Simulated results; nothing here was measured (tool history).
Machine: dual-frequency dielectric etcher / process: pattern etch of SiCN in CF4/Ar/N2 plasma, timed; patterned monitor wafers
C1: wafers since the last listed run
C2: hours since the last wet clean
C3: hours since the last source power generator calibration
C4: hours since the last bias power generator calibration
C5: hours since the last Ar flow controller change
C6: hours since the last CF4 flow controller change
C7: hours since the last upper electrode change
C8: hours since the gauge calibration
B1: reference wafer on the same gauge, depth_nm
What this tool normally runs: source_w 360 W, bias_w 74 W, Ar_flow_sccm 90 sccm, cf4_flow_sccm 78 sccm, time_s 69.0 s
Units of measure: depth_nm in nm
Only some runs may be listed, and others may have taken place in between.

{"run": 1, "day": 0.0, "source_w": 360, "bias_w": 74, "Ar_flow_sccm": 90, "cf4_flow_sccm": 78, "time_s": 69.0, "C1": 0, "C2": 371.1, "C3": 2897.6, "C4": 4036.8, "C5": 2451.7, "C6": 4482.2, "C7": 4287.4, "C8": 322.5, "B1": 46.5, "depth_nm": 55.6}
{"run": 2, "day": 0.929, "source_w": 360, "bias_w": 74, "Ar_flow_sccm": 90, "cf4_flow_sccm": 78, "time_s": 69.0, "C1": 156, "C2": 393.4, "C3": 2919.9, "C4": 4059.1, "C5": 2474.0, "C6": 4504.5, "C7": 4309.7, "C8": 344.8, "B1": 46.5, "depth_nm": 55.4}
{"run": 3, "day": 1.775, "source_w": 360, "bias_w": 74, "Ar_flow_sccm": 90, "cf4_flow_sccm": 78, "time_s": 69.0, "C1": 142, "C2": 413.7, "C3": 2940.2, "C4": 4079.4, "C5": 2494.3, "C6": 4524.8, "C7": 4330.0, "C8": 365.1, "B1": 46.5, "depth_nm": 55.6}
{"day": 3.825, "done": "wet clean of the chamber"}
{"run": 4, "day": 3.846, "source_w": 360, "bias_w": 74, "Ar_flow_sccm": 90, "cf4_flow_sccm": 78, "time_s": 69.0, "C1": 180, "C2": 0.5, "C3": 2989.9, "C4": 4129.1, "C5": 2544.0, "C6": 4574.5, "C7": 4379.7, "C8": 414.8, "B1": 46.5, "depth_nm": 54.3}
{"run": 5, "day": 3.942, "source_w": 360, "bias_w": 74, "Ar_flow_sccm": 90, "cf4_flow_sccm": 78, "time_s": 69.0, "C1": 16, "C2": 2.8, "C3": 2992.2, "C4": 4131.4, "C5": 2546.3, "C6": 4576.8, "C7": 4382.0, "C8": 417.1, "B1": 46.5, "depth_nm": 54.5}
{"run": 6, "day": 5.312, "source_w": 300, "bias_w": 74, "Ar_flow_sccm": 90, "cf4_flow_sccm": 78, "time_s": 69.0, "C1": 231, "C2": 35.7, "C3": 3025.1, "C4": 4164.3, "C5": 2579.2, "C6": 4609.7, "C7": 4414.9, "C8": 450.0, "B1": 46.5, "depth_nm": 50.0}
{"day": 5.633, "done": "gauge calibrated"}
{"run": 7, "day": 6.088, "source_w": 300, "bias_w": 74, "Ar_flow_sccm": 90, "cf4_flow_sccm": 78, "time_s": 69.0, "C1": 130, "C2": 54.3, "C3": 3043.7, "C4": 4182.9, "C5": 2597.8, "C6": 4628.3, "C7": 4433.5, "C8": 10.9, "B1": 46.5, "depth_nm": 50.1}
{"run": 8, "day": 7.183, "source_w": 360, "bias_w": 61, "Ar_flow_sccm": 90, "cf4_flow_sccm": 78, "time_s": 69.0, "C1": 184, "C2": 80.6, "C3": 3070.0, "C4": 4209.2, "C5": 2624.1, "C6": 4654.6, "C7": 4459.8, "C8": 37.2, "B1": 46.5, "depth_nm": 52.6}
{"day": 7.838, "done": "Ar flow controller replaced"}
{"run": 9, "day": 7.858, "source_w": 300, "bias_w": 74, "Ar_flow_sccm": 90, "cf4_flow_sccm": 78, "time_s": 69.0, "C1": 71, "C2": 96.8, "C3": 3086.2, "C4": 4225.4, "C5": 0.5, "C6": 4670.8, "C7": 4476.0, "C8": 53.4, "B1": 46.6, "depth_nm": 50.1}
{"run": 10, "day": 9.221, "source_w": 440, "bias_w": 74, "Ar_flow_sccm": 84, "cf4_flow_sccm": 86, "time_s": 85.0, "C1": 229, "C2": 129.5, "C3": 3118.9, "C4": 4258.1, "C5": 33.2, "C6": 4703.5, "C7": 4508.7, "C8": 86.1, "B1": 46.5, "depth_nm": 77.1}
{"run": 11, "day": 10.042, "source_w": 420, "bias_w": 74, "Ar_flow_sccm": 90, "cf4_flow_sccm": 78, "time_s": 69.0, "C1": 138, "C2": 149.2, "C3": 3138.6, "C4": 4277.8, "C5": 52.9, "C6": 4723.2, "C7": 4528.4, "C8": 105.8, "B1": 46.5, "depth_nm": 59.5}
{"run": 12, "day": 11.512, "source_w": 360, "bias_w": 74, "Ar_flow_sccm": 90, "cf4_flow_sccm": 78, "time_s": 69.0, "C1": 248, "C2": 184.5, "C3": 3173.9, "C4": 4313.1, "C5": 88.2, "C6": 4758.5, "C7": 4563.7, "C8": 141.1, "B1": 46.4, "depth_nm": 54.9}
{"day": 12.408, "done": "CF4 flow controller replaced"}
{"run": 13, "day": 12.817, "source_w": 360, "bias_w": 74, "Ar_flow_sccm": 73, "cf4_flow_sccm": 78, "time_s": 84.0, "C1": 177, "C2": 215.8, "C3": 3205.2, "C4": 4344.4, "C5": 119.5, "C6": 9.8, "C7": 4595.0, "C8": 172.4, "B1": 46.5, "depth_nm": 68.6}
{"day": 14.221, "done": "source power generator calibrated"}
{"day": 14.275, "done": "bias power generator calibrated"}
{"day": 15.429, "done": "upper electrode replaced"}
{"run": 14, "day": 16.517, "source_w": 360, "bias_w": 74, "Ar_flow_sccm": 90, "cf4_flow_sccm": 78, "time_s": 69.0, "C1": 417, "C2": 304.6, "C3": 55.1, "C4": 53.8, "C5": 208.3, "C6": 98.6, "C7": 26.1, "C8": 261.2, "B1": 46.5, "depth_nm": 55.2}
{"run": 15, "day": 17.229, "source_w": 410, "bias_w": 74, "Ar_flow_sccm": 90, "cf4_flow_sccm": 68, "time_s": 69.0, "C1": 120, "C2": 321.7, "C3": 72.2, "C4": 70.9, "C5": 225.4, "C6": 115.7, "C7": 43.2, "C8": 278.3, "B1": 46.5, "depth_nm": 58.4}
{"day": 18.658, "done": "wet clean of the chamber"}
{"run": 16, "day": 19.5, "source_w": 430, "bias_w": 74, "Ar_flow_sccm": 90, "cf4_flow_sccm": 91, "time_s": 86.0, "C1": 214, "C2": 20.2, "C3": 126.7, "C4": 125.4, "C5": 279.9, "C6": 170.2, "C7": 97.7, "C8": 332.8, "B1": 46.5, "depth_nm": 76.1}
{"run": 17, "day": 20.338, "source_w": 390, "bias_w": 80, "Ar_flow_sccm": 90, "cf4_flow_sccm": 90, "time_s": 76.5, "C1": 141, "C2": 40.3, "C3": 146.8, "C4": 145.5, "C5": 300.0, "C6": 190.3, "C7": 117.8, "C8": 352.9, "B1": 46.5, "depth_nm": 65.6}
{"run": 18, "day": 21.312, "source_w": 450, "bias_w": 69, "Ar_flow_sccm": 76, "cf4_flow_sccm": 63, "time_s": 69.0, "C1": 164, "C2": 63.7, "C3": 170.2, "C4": 168.9, "C5": 323.4, "C6": 213.7, "C7": 141.2, "C8": 376.3, "B1": 46.5, "depth_nm": 60.6}
{"run": 19, "day": 22.0, "source_w": 430, "bias_w": 74, "Ar_flow_sccm": 90, "cf4_flow_sccm": 78, "time_s": 77.0, "C1": 115, "C2": 80.2, "C3": 186.7, "C4": 185.4, "C5": 339.9, "C6": 230.2, "C7": 157.7, "C8": 392.8, "B1": 46.4, "depth_nm": 67.4}
{"run": 20, "day": 22.529, "source_w": 300, "bias_w": 79, "Ar_flow_sccm": 90, "cf4_flow_sccm": 71, "time_s": 88.5, "C1": 89, "C2": 92.9, "C3": 199.4, "C4": 198.1, "C5": 352.6, "C6": 242.9, "C7": 170.4, "C8": 405.5, "B1": 46.5, "depth_nm": 64.2}

Forecast each of these 5 alternatives for the next run:
{"run": "A", "day": 22.546, "source_w": 360, "bias_w": 74, "Ar_flow_sccm": 90, "cf4_flow_sccm": 78, "time_s": 69.0, "C1": 2, "C2": 93.3, "C3": 199.8, "C4": 198.5, "C5": 353.0, "C6": 243.3, "C7": 170.8, "C8": 405.9, "B1": "?", "depth_nm": "?"}
{"run": "B", "day": 22.546, "source_w": 440, "bias_w": 74, "Ar_flow_sccm": 90, "cf4_flow_sccm": 78, "time_s": 69.0, "C1": 2, "C2": 93.3, "C3": 199.8, "C4": 198.5, "C5": 353.0, "C6": 243.3, "C7": 170.8, "C8": 405.9, "B1": "?", "depth_nm": "?"}
{"run": "C", "day": 22.546, "source_w": 430, "bias_w": 74, "Ar_flow_sccm": 90, "cf4_flow_sccm": 78, "time_s": 85.0, "C1": 2, "C2": 93.3, "C3": 199.8, "C4": 198.5, "C5": 353.0, "C6": 243.3, "C7": 170.8, "C8": 405.9, "B1": "?", "depth_nm": "?"}
{"run": "D", "day": 22.546, "source_w": 360, "bias_w": 67, "Ar_flow_sccm": 90, "cf4_flow_sccm": 78, "time_s": 69.0, "C1": 2, "C2": 93.3, "C3": 199.8, "C4": 198.5, "C5": 353.0, "C6": 243.3, "C7": 170.8, "C8": 405.9, "B1": "?", "depth_nm": "?"}
{"run": "E", "day": 22.546, "source_w": 360, "bias_w": 85, "Ar_flow_sccm": 90, "cf4_flow_sccm": 95, "time_s": 49.0, "C1": 2, "C2": 93.3, "C3": 199.8, "C4": 198.5, "C5": 353.0, "C6": 243.3, "C7": 170.8, "C8": 405.9, "B1": "?", "depth_nm": "?"}

run=A B1=46.5 depth_nm=54.8
run=B B1=46.5 depth_nm=60.9
run=C B1=46.5 depth_nm=74.1
run=D B1=46.5 depth_nm=53.6
run=E B1=46.5 depth_nm=41.0
Without the tool's unlogged condition, the same runs would have read:
run=A depth_nm=54.5
run=B depth_nm=60.6
run=C depth_nm=73.7
run=D depth_nm=53.3
run=E depth_nm=40.8
